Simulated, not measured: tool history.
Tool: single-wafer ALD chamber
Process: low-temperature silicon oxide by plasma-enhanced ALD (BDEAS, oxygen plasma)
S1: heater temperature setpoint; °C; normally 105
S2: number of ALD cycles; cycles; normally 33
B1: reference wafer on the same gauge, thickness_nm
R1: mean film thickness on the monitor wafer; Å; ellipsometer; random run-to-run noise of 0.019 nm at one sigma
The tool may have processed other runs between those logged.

| run | hour | S1 | S2 | B1 | R1 |
|---|---|---|---|---|---|
| 1 | 0.0 | 105 | 35 | 5.816 | 53.14 |
| 2 | 42.1 | 105 | 35 | 5.810 | 52.64 |
| 3 | 136.7 | 105 | 35 | 5.814 | 53.29 |
| 4 | 195.8 | 105 | 33 | 5.813 | 50.00 |
| 5 | 239.1 | 93 | 33 | 5.805 | 51.21 |
| 6 | 326.0 | 93 | 33 | 5.807 | 51.42 |
| 7 | 403.5 | 93 | 33 | 5.805 | 51.15 |
| 8 | 470.3 | 105 | 33 | 5.808 | 49.98 |
| 9 | 539.8 | 105 | 33 | 5.808 | 50.01 |
|  | 568.8 | thermocouple changed; heater temperature recalibrated |
| 10 | 587.3 | 105 | 33 | 5.803 | 49.54 |
| 11 | 628.4 | 116 | 33 | 5.817 | 48.70 |
| 12 | 679.6 | 100 | 33 | 5.812 | 50.17 |
| 13 | 749.2 | 105 | 33 | 5.809 | 49.85 |

Predict the results of run 14:
| 14 | 830.1 | 112 | 27 | ? | ? |

{"run 14": {"B1": 5.807, "R1": 40.23}}
The same run, on a tool lacking any hidden state, would have yielded R1 40.23 Å.
